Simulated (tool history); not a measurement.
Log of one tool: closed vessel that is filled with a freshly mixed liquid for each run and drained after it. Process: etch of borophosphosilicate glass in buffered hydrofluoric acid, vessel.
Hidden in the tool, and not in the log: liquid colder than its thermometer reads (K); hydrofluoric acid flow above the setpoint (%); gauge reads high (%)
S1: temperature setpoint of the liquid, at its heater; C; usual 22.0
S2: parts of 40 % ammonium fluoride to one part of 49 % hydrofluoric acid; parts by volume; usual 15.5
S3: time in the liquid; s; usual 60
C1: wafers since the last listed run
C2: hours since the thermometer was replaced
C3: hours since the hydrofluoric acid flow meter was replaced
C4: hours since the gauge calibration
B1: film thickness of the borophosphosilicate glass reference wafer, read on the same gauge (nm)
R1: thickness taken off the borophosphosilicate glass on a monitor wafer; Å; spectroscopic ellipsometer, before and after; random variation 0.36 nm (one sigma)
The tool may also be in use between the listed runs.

run	hour	S1	S2	S3	C1	C2	C3	C4	B1	R1
1	0.0	22.0	19.5	60	0	2387.4	1586.2	505.9	90.01	555.7
2	13.5	22.0	19.5	60	1082	2400.9	1599.7	519.4	89.97	557.6
3	28.6	22.0	19.5	60	1210	2416.0	1614.8	534.5	90.00	558.8
4	55.1	22.0	15.5	60	2124	2442.5	1641.3	561.0	90.00	693.4
5	72.5	22.0	15.5	60	1395	2459.9	1658.7	578.4	90.00	705.7
6	102.3	22.0	15.5	60	2389	2489.7	1688.5	608.2	90.01	695.4
7	131.5	22.0	15.5	60	2341	2518.9	1717.7	637.4	89.99	695.4
8	149.6	22.0	15.5	60	1451	2537.0	1735.8	655.5	89.99	703.5
9	184.1	22.0	15.5	60	2766	2571.5	1770.3	690.0	90.02	699.0
# hour 203.5: hydrofluoric acid flow meter replaced
10	216.8	19.0	15.5	60	2541	2604.2	13.3	722.7	90.02	566.0
11	244.4	19.0	15.5	60	2212	2631.8	40.9	750.3	90.00	566.7
12	265.5	19.0	15.5	60	1691	2652.9	62.0	771.4	90.01	563.4
13	297.2	22.0	15.5	40	2541	2684.6	93.7	803.1	90.00	450.1
14	332.6	24.5	21.5	45	2838	2720.0	129.1	838.5	89.98	421.3
15	350.2	17.5	18.0	70	1411	2737.6	146.7	856.1	90.01	527.2
# hour 354.1: gauge calibrated
16	374.4	22.0	15.5	60	1940	2761.8	170.9	20.3	89.97	672.0
17	406.0	22.0	15.5	60	2533	2793.4	202.5	51.9	90.00	671.8
18	419.8	22.0	12.0	60	1106	2807.2	216.3	65.7	89.98	863.5
19	450.5	22.0	12.0	75	2461	2837.9	247.0	96.4	90.00	1078.5
20	469.8	22.0	15.5	35	1547	2857.2	266.3	115.7	89.98	394.1
21	481.9	26.0	17.5	40	970	2869.3	278.4	127.8	90.01	498.9
# hour 493.9: thermometer replaced
22	512.1	22.0	15.5	30	2341	18.2	308.6	158.0	90.01	340.5
23	531.9	22.0	17.0	60	1587	38.0	328.4	177.8	90.02	614.9
24	559.2	19.0	20.0	60	2188	65.3	355.7	205.1	89.99	443.1
25	572.7	22.0	11.0	35	1082	78.8	369.2	218.6	90.00	550.2
26	594.7	19.5	11.5	60	1763	100.8	391.2	240.6	90.00	795.5
27	610.9	24.5	21.5	45	1298	117.0	407.4	256.8	89.99	427.2
28	624.6	22.0	21.5	60	1098	130.7	421.1	270.5	90.00	495.3
29	659.7	24.5	20.5	85	2814	165.8	456.2	305.6	90.00	834.0
30	695.3	19.0	19.5	75	2854	201.4	491.8	341.2	90.01	574.2
31	723.8	22.0	15.5	35	2285	229.9	520.3	369.7	90.00	397.6

Forecast each of these 5 alternatives for the next run:
A	724.5	22.0	11.0	60	56	230.6	521.0	370.4	?	?
B	724.5	22.0	19.0	90	56	230.6	521.0	370.4	?	?
C	724.5	26.5	15.5	90	56	230.6	521.0	370.4	?	?
D	724.5	26.5	15.5	85	56	230.6	521.0	370.4	?	?
E	724.5	22.0	12.5	75	56	230.6	521.0	370.4	?	?

run	B1	R1
A	89.99	945.0
B	89.99	826.7
C	89.99	1289.1
D	89.99	1217.5
E	89.99	1041.7
Without the tool's hidden state the same runs would have given:
run	R1
A	918.8
B	803.6
C	1253.4
D	1183.7
E	1012.8

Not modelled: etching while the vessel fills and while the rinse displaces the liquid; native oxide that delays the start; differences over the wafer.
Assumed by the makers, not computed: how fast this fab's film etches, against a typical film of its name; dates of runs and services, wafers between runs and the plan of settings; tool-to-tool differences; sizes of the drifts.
